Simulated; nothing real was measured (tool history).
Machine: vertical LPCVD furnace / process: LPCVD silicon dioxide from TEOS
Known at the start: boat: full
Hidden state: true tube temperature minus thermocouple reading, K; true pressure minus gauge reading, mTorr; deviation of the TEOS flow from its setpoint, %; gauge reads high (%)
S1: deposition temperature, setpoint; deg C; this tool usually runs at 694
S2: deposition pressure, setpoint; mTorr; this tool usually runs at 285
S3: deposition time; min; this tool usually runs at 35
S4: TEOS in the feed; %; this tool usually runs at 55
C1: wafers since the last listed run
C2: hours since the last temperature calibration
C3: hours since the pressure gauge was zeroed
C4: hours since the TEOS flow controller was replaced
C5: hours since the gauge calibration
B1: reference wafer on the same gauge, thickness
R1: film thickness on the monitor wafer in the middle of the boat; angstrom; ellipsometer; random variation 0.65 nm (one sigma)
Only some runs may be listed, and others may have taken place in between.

run    hour   S1   S2    S3  S4    C1      C2      C3      C4      C5      B1      R1
  1       0  694  285    35  55     0  2849.7  2971.8  4343.8   462.7  182.07  2199.8
  2    68.6  694  285    35  55  1173  2918.3  3040.4  4412.4   531.3  181.85  2207.3
  3   108.2  694  260    35  55   677  2957.9    3080    4452   570.9  181.92    2111
  4   180.2  694  260    35  55  1231  3029.9    3152    4524   642.9  182.29  2120.5
  5   276.8  694  285    35  55  1652  3126.5  3248.6  4620.6   739.5  182.01  2230.7
  6   350.2  694  285    35  55  1255  3199.9    3322    4694   812.9  182.03  2229.4
  7   416.8  694  285    35  55  1139  3266.5  3388.6  4760.6   879.5  182.09    2230
      522.2  -- thermocouples replaced and temperature profile calibrated
  8   522.7  694  285    35  55  1401     0.5  3494.5  4866.5   985.4  182.16  2120.5
  9   571.1  694  285    35  55   827    48.9  3542.9  4914.9  1033.8     182  2124.5
 10   640.1  694  335    35  53  1180   117.9  3611.9  4983.9  1102.8  182.18  2247.5
      683.6  -- pressure gauge zeroed
 11   713.5  694  335    35  53   845   191.3    29.9  5057.3  1176.2  181.89  2249.7
 12     765  694  285    35  55   881   242.8    81.4  5108.8  1227.7  182.08  2118.6
      816.8  -- TEOS flow controller replaced
 13   817.3  694  285    35  55   484   295.1   133.7     0.5    1280  181.84  2129.8
 14     848  694  285  22.5  55   525   325.8   164.4    31.2  1310.7  182.15  1364.1
 15   903.2  704  330  22.5  59   944     381   219.6    86.4  1365.9  182.18  1914.6
 16   950.5  688  285    35  55   809   428.3   266.9   133.7  1413.2  182.19  1845.6
 17  1008.4  694  285    35  55   990   486.2   324.8   191.6  1471.1  182.09  2131.2
     1013.9  -- gauge calibrated
 18  1061.8  694  285    35  55   913   539.6   378.2     245    47.9   182.2    2128
 19  1139.4  698  225  42.5  55  1327   617.2   455.8   322.6   125.5  181.99  2508.8
 20  1198.3  705  225    35  55  1007   676.1   514.7   381.5   184.4  182.08  2429.5
 21  1240.1  694  285    35  47   715   717.9   556.5   423.3   226.2  181.79  1965.3
 22  1288.6  694  285    35  55   829   766.4     605   471.8   274.7  182.25  2115.7
 23  1327.4  694  285    35  58   663   805.2   643.8   510.6   313.5  182.11  2182.3
 24  1434.9  700  285    35  47  1839   912.7   751.3   618.1     421     182  2267.9
 25  1484.8  694  285    35  55   853   962.6   801.2     668   470.9  182.04  2128.5
 26  1540.1  703  250    35  55   946  1017.9   856.5   723.3   526.2   182.1  2461.8
 27  1578.7  694  285    35  55   660  1056.5   895.1   761.9   564.8   181.9  2131.4

Across each entry between runs, compare the hidden state at the last listed run before it with the hidden state at the first listed run after it:
Run 7 -> run 8: thermocouples replaced and temperature profile calibrated (hour 522.2)
  true tube temperature minus thermocouple reading, K: 2.55 -> 0.271
  difference, measured minus the result without the unlogged condition, R1: +129.9 -> +13.5 angstrom
Run 10 -> run 11: pressure gauge zeroed (hour 683.6)
  true tube temperature minus thermocouple reading, K: 0.274 -> 0.28
  difference, measured minus the result without the unlogged condition, R1: +14.5 -> +14.7 angstrom
Run 12 -> run 13: TEOS flow controller replaced (hour 816.8)
  true tube temperature minus thermocouple reading, K: 0.285 -> 0.292
  difference, measured minus the result without the unlogged condition, R1: +14.1 -> +14.6 angstrom
Run 17 -> run 18: gauge calibrated (hour 1013.9)
  true tube temperature minus thermocouple reading, K: 0.327 -> 0.34
  difference, measured minus the result without the unlogged condition, R1: +16.3 -> +17 angstrom
